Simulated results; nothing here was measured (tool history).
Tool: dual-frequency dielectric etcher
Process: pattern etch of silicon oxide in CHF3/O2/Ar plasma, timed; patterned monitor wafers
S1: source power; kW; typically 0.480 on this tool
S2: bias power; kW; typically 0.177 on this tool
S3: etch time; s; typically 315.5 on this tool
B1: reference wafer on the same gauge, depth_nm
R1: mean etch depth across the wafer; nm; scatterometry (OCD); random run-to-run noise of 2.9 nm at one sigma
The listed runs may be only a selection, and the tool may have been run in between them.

run	hour	S1	S2	S3	B1	R1
1	0.0	0.480	0.177	269.5	493.1	481.3
2	80.4	0.480	0.177	269.5	491.0	481.6
3	126.1	0.480	0.177	269.5	492.6	481.5
4	177.9	0.480	0.177	315.5	492.1	564.0
5	245.1	0.480	0.177	315.5	492.3	562.1
# hour 270.6: wet clean of the chamber
6	331.4	0.480	0.177	315.5	491.1	566.8
7	392.9	0.480	0.177	274.0	492.4	486.6
8	493.1	0.480	0.177	274.0	492.4	494.1
9	539.6	0.480	0.177	274.0	492.0	491.6
10	625.6	0.480	0.177	315.5	492.3	566.4
# hour 637.2: source power generator calibrated
11	709.0	0.480	0.177	315.5	491.7	566.3
# hour 759.9: bias power generator calibrated
12	772.7	0.480	0.177	315.5	491.6	556.3
13	834.8	0.410	0.177	255.0	491.9	416.7
# hour 918.9: wet clean of the chamber
14	920.3	0.480	0.159	315.5	491.9	529.8
15	1012.0	0.480	0.134	315.5	491.5	484.4
# hour 1167.1: gauge calibrated
16	1326.9	0.560	0.177	290.5	493.1	547.2
17	1401.4	0.530	0.206	315.5	492.1	628.2
# hour 1452.8: wet clean of the chamber
# hour 1626.2: upper electrode replaced
18	1684.7	0.480	0.177	315.5	491.7	565.5
19	1751.6	0.430	0.133	385.0	492.0	564.0
20	1851.7	0.430	0.133	385.0	491.9	560.7
21	1897.1	0.410	0.145	402.0	492.8	607.5
22	1935.5	0.550	0.177	315.5	492.3	594.3
# hour 2004.2: wet clean of the chamber
23	2251.5	0.480	0.177	315.5	491.4	559.7
24	2304.2	0.480	0.177	315.5	492.6	556.6
25	2376.5	0.480	0.194	315.5	491.9	585.3
26	2424.3	0.530	0.177	245.5	492.0	463.1
# hour 2539.3: wet clean of the chamber
27	2539.8	0.440	0.152	315.5	491.5	503.9
28	2599.5	0.480	0.177	398.0	491.2	711.3

The logged runs with the hidden state left out (each run's random variation unchanged):
Hidden state present: etch rate over this chamber's usual, %; source power that arrives over what is set, %; bias power that arrives over what is set, %; gauge reads high (%).
run	R1
1	471.4
2	471.6
3	471.4
4	552.1
5	550.1
6	554.6
7	476.0
8	483.3
9	480.8
10	553.9
11	553.7
12	554.7
13	414.9
14	526.4
15	480.6
16	539.7
17	618.5
18	555.3
19	554.3
20	550.6
21	595.9
22	582.5
23	547.4
24	544.2
25	571.8
26	452.7
27	492.6
28	694.7
